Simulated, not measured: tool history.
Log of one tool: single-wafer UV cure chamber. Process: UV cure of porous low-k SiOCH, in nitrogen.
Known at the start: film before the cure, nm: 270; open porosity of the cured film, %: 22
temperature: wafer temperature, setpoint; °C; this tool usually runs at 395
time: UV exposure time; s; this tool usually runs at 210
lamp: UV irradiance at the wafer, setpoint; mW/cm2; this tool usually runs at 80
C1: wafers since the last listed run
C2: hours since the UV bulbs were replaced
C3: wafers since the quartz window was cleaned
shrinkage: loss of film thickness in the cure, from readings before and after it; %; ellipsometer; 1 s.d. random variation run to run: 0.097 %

Run 1, hour 0.0: usual settings; C1 0; C2 1792.2; C3 48. Result: shrinkage 9.868 %.
Run 2, hour 90.9: usual settings; C1 462; C2 1883.1; C3 510. Result: shrinkage 9.913 %.
Run 3, hour 127.6: usual settings; C1 186; C2 1919.8; C3 697. Result: shrinkage 9.789 %.
Run 4, hour 234.5: usual settings; C1 543; C2 2026.7; C3 1241. Result: shrinkage 9.883 %.
Run 5, hour 285.4: usual settings; C1 258; C2 2077.6; C3 1500. Result: shrinkage 10.040 %.
At hour 364.4: quartz window cleaned.
Run 6, hour 383.4: usual settings; C1 457; C2 2175.6; C3 96. Result: shrinkage 9.733 %.
Run 7, hour 435.3: usual settings but temperature 408 °C; C1 264; C2 2227.5; C3 360. Result: shrinkage 10.021 %.
Run 8, hour 510.0: usual settings but temperature 408 °C; C1 380; C2 2302.2; C3 740. Result: shrinkage 10.035 %.
At hour 587.6: UV bulbs replaced.
Run 9, hour 599.3: usual settings; C1 413; C2 11.7; C3 1154. Result: shrinkage 9.429 %.
Run 10, hour 681.7: usual settings; C1 419; C2 94.1; C3 1573. Result: shrinkage 9.440 %.
At hour 696.4: quartz window cleaned.
Run 11, hour 765.0: usual settings; C1 383; C2 177.4; C3 349. Result: shrinkage 9.356 %.
At hour 832.4: UV bulbs replaced, repeated, since the last time left the tool worse.
Run 12, hour 832.9: usual settings but time 175 s; C1 304; C2 0.5; C3 653. Result: shrinkage 9.482 %.
Run 13, hour 907.2: usual settings; C1 377; C2 74.8; C3 1031. Result: shrinkage 10.301 %.
Run 14, hour 962.4: usual settings but time 245 s, lamp 65 mW/cm2; C1 280; C2 130.0; C3 1312. Result: shrinkage 10.027 %.
Run 15, hour 1027.6: usual settings but temperature 407 °C, lamp 100 mW/cm2; C1 331; C2 195.2; C3 1644. Result: shrinkage 11.374 %.
Run 16, hour 1083.0: usual settings; C1 281; C2 250.6; C3 1926. Result: shrinkage 10.277 %.
At hour 1095.1: quartz window cleaned.
Run 17, hour 1163.1: usual settings but temperature 402 °C, time 165 s, lamp 92 mW/cm2; C1 366; C2 330.7; C3 345. Result: shrinkage 9.772 %.
Run 18, hour 1226.2: usual settings but temperature 379 °C, time 275 s, lamp 104 mW/cm2; C1 321; C2 393.8; C3 666. Result: shrinkage 12.199 %.
Run 19, hour 1268.5: usual settings but temperature 413 °C, time 165 s, lamp 61 mW/cm2; C1 215; C2 436.1; C3 881. Result: shrinkage 8.350 %.
Run 20, hour 1339.2: usual settings but time 245 s, lamp 65 mW/cm2; C1 359; C2 506.8; C3 1241. Result: shrinkage 9.786 %.
At hour 1415.7: quartz window cleaned.
Run 21, hour 1574.3: usual settings but lamp 52 mW/cm2; C1 1155; C2 741.9; C3 806. Result: shrinkage 8.225 %.
Run 22, hour 1666.8: usual settings but time 135 s; C1 470; C2 834.4; C3 1277. Result: shrinkage 8.070 %.
Run 23, hour 1725.8: usual settings but time 250 s; C1 300; C2 893.4; C3 1577. Result: shrinkage 10.645 %.
At hour 1824.5: quartz window cleaned.
Run 24, hour 1825.0: usual settings; C1 463; C2 992.6; C3 2. Result: shrinkage 9.986 %.
Run 25, hour 1873.6: usual settings but temperature 383 °C, time 100 s, lamp 109 mW/cm2; C1 247; C2 1041.2; C3 249. Result: shrinkage 8.005 %.

Run by run, hidden condition taken away, random variation retained:
Hidden conditions of the tool in this case: lamp output below its setpoint, %; transmission lost against a clean window, %.
run  shrinkage
  1     10.387
  2     10.441
  3     10.312
  4     10.417
  5     10.585
  6     10.267
  7     10.564
  8     10.581
  9     10.446
 10     10.534
 11     10.511
 12      9.574
 13     10.448
 14     10.208
 15     11.602
 16     10.530
 17     10.060
 18     12.538
 19      8.679
 20     10.151
 21      8.655
 22      8.518
 23     11.138
 24     10.497
 25      8.503

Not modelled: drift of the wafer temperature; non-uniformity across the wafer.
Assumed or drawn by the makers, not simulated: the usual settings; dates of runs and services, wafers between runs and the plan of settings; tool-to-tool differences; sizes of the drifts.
